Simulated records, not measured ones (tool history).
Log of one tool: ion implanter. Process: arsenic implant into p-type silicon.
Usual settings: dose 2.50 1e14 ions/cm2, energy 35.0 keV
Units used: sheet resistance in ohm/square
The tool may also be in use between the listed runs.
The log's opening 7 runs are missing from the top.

run	hour	dose	energy	read-back reference wafer on the same gauge, sheet resistance	sheet resistance
8	80.9	2.50	38.5	371.74	340.00
9	96.0	2.50	38.5	371.99	339.27
10	103.9	2.50	38.5	371.85	339.32
11	110.0	2.50	35.0	371.86	345.01
12	126.7	2.50	35.0	371.79	345.17
13	138.2	2.50	35.0	371.87	343.83
14	144.3	2.50	35.0	371.87	344.94
15	159.4	2.50	35.0	372.13	344.28
16	171.1	2.50	35.0	371.97	345.42
17	184.2	2.02	46.0	371.88	386.75
18	199.0	3.03	35.0	372.05	298.43
# hour 201.2: gauge calibrated
19	207.8	2.25	35.0	371.93	372.65
20	222.6	2.72	46.5	371.98	309.98
# hour 234.4: Faraday cup replaced and dose calibrated
# hour 236.5: extraction supply calibrated
21	237.0	2.50	35.0	371.98	335.07
22	244.8	1.76	29.0	371.85	446.12
23	260.7	2.50	35.0	372.21	334.85
24	269.1	1.90	30.0	372.19	420.00
25	282.9	3.03	41.5	371.92	284.50
26	297.4	3.06	47.0	372.08	277.45
27	304.4	2.23	43.5	371.98	354.71
28	314.5	2.50	35.0	372.00	336.04
29	320.9	2.50	35.0	371.90	336.08
30	328.1	2.50	47.0	372.08	322.32
31	338.3	2.17	35.0	372.06	372.81
32	354.0	2.50	35.0	371.79	337.00

Branching from run 32: 3 alternative next runs. What would each branch give?
A	354.4	2.50	35.0	?	?
B	354.4	2.88	27.5	?	?
C	354.4	1.79	41.5	?	?

run	read-back reference wafer on the same gauge, sheet resistance	sheet resistance
A	372.17	336.15
B	372.17	313.18
C	372.17	416.80
Take away the tool's hidden state, keep each run's random variation, and the runs would have read:
run	sheet resistance
A	332.20
B	309.44
C	412.10
